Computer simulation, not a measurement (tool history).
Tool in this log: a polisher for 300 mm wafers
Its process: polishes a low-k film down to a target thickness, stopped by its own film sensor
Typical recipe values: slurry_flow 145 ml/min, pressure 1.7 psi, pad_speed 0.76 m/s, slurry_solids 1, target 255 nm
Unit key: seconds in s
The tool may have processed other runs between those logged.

| run | hour | slurry_flow | pressure | pad_speed | slurry_solids | target | wafers since the last listed run | wafers polished on this pad | hours since the slurry nozzle was cleaned | hours since the head pressure was calibrated | hours since the slurry blender was calibrated | hours since the conditioning disc was replaced | incoming thickness of the incoming film, nm | seconds |
|---|---|---|---|---|---|---|---|---|---|---|---|---|---|---|
| 1 | 0 | 145 | 1.7 | 0.76 | 1 | 255 | 0 | 234 | 2.2 | 976.3 | 100 | 39.6 | 277.9 | 98.2 |
| 2 | 12.5 | 145 | 1.7 | 0.76 | 1 | 255 | 87 | 321 | 14.7 | 988.8 | 112.5 | 52.1 | 280.7 | 113.2 |
|  | 18 | head pressure recalibrated |
| 3 | 22 | 145 | 1.7 | 0.76 | 1 | 255 | 52 | 373 | 24.2 | 4 | 122 | 61.6 | 285.8 | 133.8 |
| 4 | 29.7 | 145 | 1.7 | 0.76 | 1 | 255 | 53 | 427 | 31.9 | 11.7 | 129.7 | 69.3 | 279.7 | 107.3 |
| 5 | 37.5 | 145 | 1.7 | 0.76 | 1 | 255 | 54 | 481 | 39.7 | 19.5 | 137.5 | 77.1 | 283.7 | 124.5 |
| 6 | 51.6 | 145 | 1.7 | 0.76 | 1 | 255 | 98 | 579 | 53.8 | 33.6 | 151.6 | 91.2 | 278.8 | 107.9 |
| 7 | 62.7 | 145 | 1.7 | 0.76 | 1 | 251 | 77 | 657 | 64.9 | 44.7 | 162.7 | 102.3 | 278.1 | 130.6 |
| 8 | 75.4 | 145 | 1.7 | 0.76 | 1.15 | 255 | 88 | 745 | 77.6 | 57.4 | 175.4 | 115 | 280.1 | 115.5 |
| 9 | 88.2 | 145 | 1.7 | 0.76 | 1 | 248 | 89 | 834 | 90.4 | 70.2 | 188.2 | 127.8 | 275.3 | 139.1 |
|  | 95.5 | worn pad replaced by a new one |
| 10 | 101.7 | 145 | 1.7 | 0.76 | 1 | 255 | 66 | 43 | 103.9 | 83.7 | 201.7 | 141.3 | 278.6 | 103.5 |
| 11 | 111.6 | 100 | 1.7 | 0.76 | 1 | 252 | 68 | 112 | 113.8 | 93.6 | 211.6 | 151.2 | 275.9 | 110 |
| 12 | 125.7 | 170 | 1.7 | 0.86 | 0.9 | 261 | 98 | 210 | 127.9 | 107.7 | 225.7 | 165.3 | 278.7 | 73.7 |
| 13 | 134 | 145 | 1.7 | 0.66 | 1 | 263 | 57 | 268 | 136.2 | 116 | 234 | 173.6 | 284.2 | 106.4 |
| 14 | 148.4 | 170 | 1.3 | 0.64 | 1 | 253 | 100 | 368 | 150.6 | 130.4 | 248.4 | 188 | 278 | 171 |
| 15 | 171.4 | 145 | 1.7 | 0.76 | 0.8 | 255 | 160 | 528 | 173.6 | 153.4 | 271.4 | 211 | 282.2 | 144.3 |
| 16 | 178.8 | 180 | 1.7 | 0.62 | 1 | 262 | 51 | 580 | 181 | 160.8 | 278.8 | 218.4 | 279.1 | 93.5 |
| 17 | 195.6 | 145 | 1.5 | 0.76 | 1 | 246 | 116 | 697 | 197.8 | 177.6 | 295.6 | 235.2 | 280.2 | 189 |
|  | 206.9 | slurry blender recalibrated |
|  | 218.5 | worn pad replaced by a new one |
| 18 | 229.9 | 185 | 1.2 | 0.76 | 0.75 | 264 | 197 | 79 | 232.1 | 211.9 | 23 | 269.5 | 279.6 | 99.1 |
| 19 | 242.5 | 175 | 2 | 0.76 | 1 | 255 | 87 | 167 | 244.7 | 224.5 | 35.6 | 282.1 | 276 | 70.3 |
| 20 | 254.8 | 145 | 1.7 | 0.76 | 1 | 255 | 85 | 253 | 257 | 236.8 | 47.9 | 294.4 | 282.3 | 116 |
| 21 | 266.7 | 145 | 1.7 | 0.76 | 1 | 255 | 82 | 335 | 268.9 | 248.7 | 59.8 | 306.3 | 279.9 | 107.7 |
| 22 | 283 | 145 | 1.7 | 0.76 | 1 | 255 | 113 | 449 | 285.2 | 265 | 76.1 | 322.6 | 280.3 | 110 |

Forecast run 23:
| 23 | 289.3 | 115 | 1.7 | 0.76 | 0.75 | 255 | 43 | 493 | 291.5 | 271.3 | 82.4 | 328.9 | 275 | ? |

seconds: 104.1 s
Minus the tool's unlogged condition, the same run would have read seconds 95.5 s.

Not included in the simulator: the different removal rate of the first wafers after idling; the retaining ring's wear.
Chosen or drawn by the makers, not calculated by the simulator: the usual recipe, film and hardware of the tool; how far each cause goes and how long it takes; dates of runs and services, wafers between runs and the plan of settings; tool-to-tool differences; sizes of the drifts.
